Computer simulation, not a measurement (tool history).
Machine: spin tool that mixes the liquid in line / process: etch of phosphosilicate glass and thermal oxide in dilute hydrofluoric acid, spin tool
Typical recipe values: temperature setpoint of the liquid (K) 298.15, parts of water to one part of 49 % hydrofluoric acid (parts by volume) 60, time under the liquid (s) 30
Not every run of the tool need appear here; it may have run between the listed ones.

run,hour,temperature setpoint of the liquid (K),parts of water to one part of 49 % hydrofluoric acid (parts by volume),time under the liquid (s),wafers since the last listed run,hours since the thermometer was replaced,hours since the hydrofluoric acid flow meter was replaced,hours since the gauge calibration,"read-back film thickness of the phosphosilicate glass reference wafer, read on the same gauge (nm)","read-back film thickness of the thermal oxide reference wafer, read on the same gauge (nm)",thickness taken off the phosphosilicate glass on a monitor wafer (Å),thickness taken off the thermal oxide on a monitor wafer (Å)
1,0,298.15,60,30,0,2285.8,1941.4,700,139.98,140.006,1144.4,27.73
# hour 12.9: gauge calibrated
2,61.9,298.15,60,30,1183,2347.7,2003.3,49,140,140.015,1148.1,27.95
3,133.6,298.15,60,30,1370,2419.4,2075,120.7,140.05,140.02,1146.2,27.79
4,167.1,298.15,50,30,640,2452.9,2108.5,154.2,140.03,139.986,1410.7,34.15
5,234.2,298.15,50,30,1282,2520,2175.6,221.3,140,140.001,1405.6,34.13
6,272.1,298.15,50,30,724,2557.9,2213.5,259.2,139.99,139.996,1402.2,33.89
7,312.3,298.15,60,45,768,2598.1,2253.7,299.4,139.97,139.974,1742.4,42.22
# hour 318.4: hydrofluoric acid flow meter replaced
8,366.8,298.15,60,45,1022,2652.6,48.4,353.9,139.98,139.99,1742.2,41.98
# hour 413.6: thermometer replaced
9,423.2,298.15,70,30,1059,9.6,104.8,410.3,139.97,140.011,900.3,21.54
10,466.3,298.15,80,30,824,52.7,147.9,453.4,139.99,139.98,785.2,18.98
11,519,298.15,30,45,1007,105.4,200.6,506.1,139.99,140,3336.4,79.86
12,564.7,301.15,45,15,873,151.1,246.3,551.8,140.02,139.996,824.6,19.76
13,600.4,298.15,50,30,682,186.8,282,587.5,139.99,139.997,1306.9,31.65
14,642.8,298.15,60,15,810,229.2,324.4,629.9,140.01,139.993,538.9,12.98
# hour 644: gauge calibrated
15,669.8,295.15,60,30,516,256.2,351.4,25.8,140.04,139.995,958.6,22.84
16,711.4,295.15,60,45,795,297.8,393,67.4,140,139.989,1424.9,34.41
17,764.4,298.15,40,30,1013,350.8,446,120.4,140.01,140.007,1658.3,40.2
18,835.5,295.15,60,45,1359,421.9,517.1,191.5,139.99,140.014,1427.8,35.01
19,884.4,298.15,85,45,934,470.8,566,240.4,140.01,140.014,1116.9,26.93

Branching from run 19: 4 alternative next runs. What would each branch give?
A,884.8,296.65,60,30,7,471.2,566.4,240.8,?,?,?,?
B,884.8,301.65,60,30,7,471.2,566.4,240.8,?,?,?,?
C,884.8,303.15,35,45,7,471.2,566.4,240.8,?,?,?,?
D,884.8,300.15,60,35,7,471.2,566.4,240.8,?,?,?,?

run,"read-back film thickness of the phosphosilicate glass reference wafer, read on the same gauge (nm)","read-back film thickness of the thermal oxide reference wafer, read on the same gauge (nm)",thickness taken off the phosphosilicate glass on a monitor wafer (Å),thickness taken off the thermal oxide on a monitor wafer (Å)
A,139.98,139.999,1018.5,24.49
B,139.98,139.999,1244,29.92
C,139.98,139.999,3526.3,84.8
D,139.98,139.999,1367.9,32.9
Without the tool's hidden state the same runs would have given:
run,thickness taken off the phosphosilicate glass on a monitor wafer (Å),thickness taken off the thermal oxide on a monitor wafer (Å)
A,997,23.98
B,1218.8,29.31
C,3454.1,83.07
D,1340,32.22

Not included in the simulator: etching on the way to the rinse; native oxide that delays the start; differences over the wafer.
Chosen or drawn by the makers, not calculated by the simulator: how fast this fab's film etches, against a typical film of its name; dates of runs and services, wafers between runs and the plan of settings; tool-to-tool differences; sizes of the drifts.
